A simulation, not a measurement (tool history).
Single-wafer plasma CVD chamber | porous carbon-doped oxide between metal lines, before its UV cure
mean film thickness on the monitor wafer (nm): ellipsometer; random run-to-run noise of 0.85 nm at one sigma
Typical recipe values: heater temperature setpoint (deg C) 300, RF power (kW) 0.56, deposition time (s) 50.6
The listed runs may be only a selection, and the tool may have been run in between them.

run   hour  heater temperature setpoint (deg C)  RF power (kW)  deposition time (s)  read-back reference wafer on the same gauge, thickness_nm  mean film thickness on the monitor wafer (nm)
  1      0                                  300           0.56                 50.6                                                    362.163                                        329.801
      12.7  -- gauge calibrated
  2   76.8                                  300           0.56                 50.6                                                     362.18                                        330.949
  3  105.2                                  300           0.56                 50.6                                                    362.503                                        330.664
  4  131.9                                  300           0.56                 50.6                                                    361.797                                        331.746
  5  150.8                                  300           0.56                 56.2                                                     362.12                                        367.448
     164.8  -- RF generator calibrated
  6    181                                  300           0.56                 56.2                                                    361.914                                        369.339
  7  198.4                                  300           0.48                 50.6                                                    361.887                                         297.09
  8  219.6                                  304          0.465                 56.9                                                    361.822                                          317.6
  9  238.4                                  309           0.56                 50.6                                                    362.355                                        314.044
     253.5  -- thermocouple changed; heater temperature recalibrated
 10  259.5                                  300           0.56                 50.6                                                    361.963                                        322.602
 11  286.2                                  300           0.56                 42.7                                                    362.528                                        272.002
     293.9  -- gauge calibrated
     300.7  -- showerhead replaced
 12  309.6                                  300           0.56                 50.6                                                     361.99                                        320.006
 13  344.2                                  285           0.65                 47.2                                                    361.971                                         369.17
 14  368.5                                  306          0.625                 43.2                                                    362.044                                        288.462
 15  393.1                                  289          0.655                 50.6                                                    361.861                                        385.317

Hidden state or all else? Some run-to-run changes of mean film thickness on the monitor wafer (nm), split into what the settings, what came in and random variation would give without the hidden state, and what is left for the hidden state (with any gauge scatter that isn't in both results):
Hidden conditions of the tool in this case: wafer temperature above the value expected at the setpoint (K); delivered RF power above the setpoint (%); gauge reads high (%).
Run 9 -> 10: heater temperature setpoint (deg C) 309 -> 300, thermocouple changed; heater temperature recalibrated. mean film thickness on the monitor wafer (nm) +8.558: hidden state -12.091, all else +20.649.
Run 14 -> 15: heater temperature setpoint (deg C) 306 -> 289, RF power (kW) 0.625 -> 0.655, deposition time (s) 43.2 -> 50.6. mean film thickness on the monitor wafer (nm) +96.855: hidden state -0.637, all else +97.492.

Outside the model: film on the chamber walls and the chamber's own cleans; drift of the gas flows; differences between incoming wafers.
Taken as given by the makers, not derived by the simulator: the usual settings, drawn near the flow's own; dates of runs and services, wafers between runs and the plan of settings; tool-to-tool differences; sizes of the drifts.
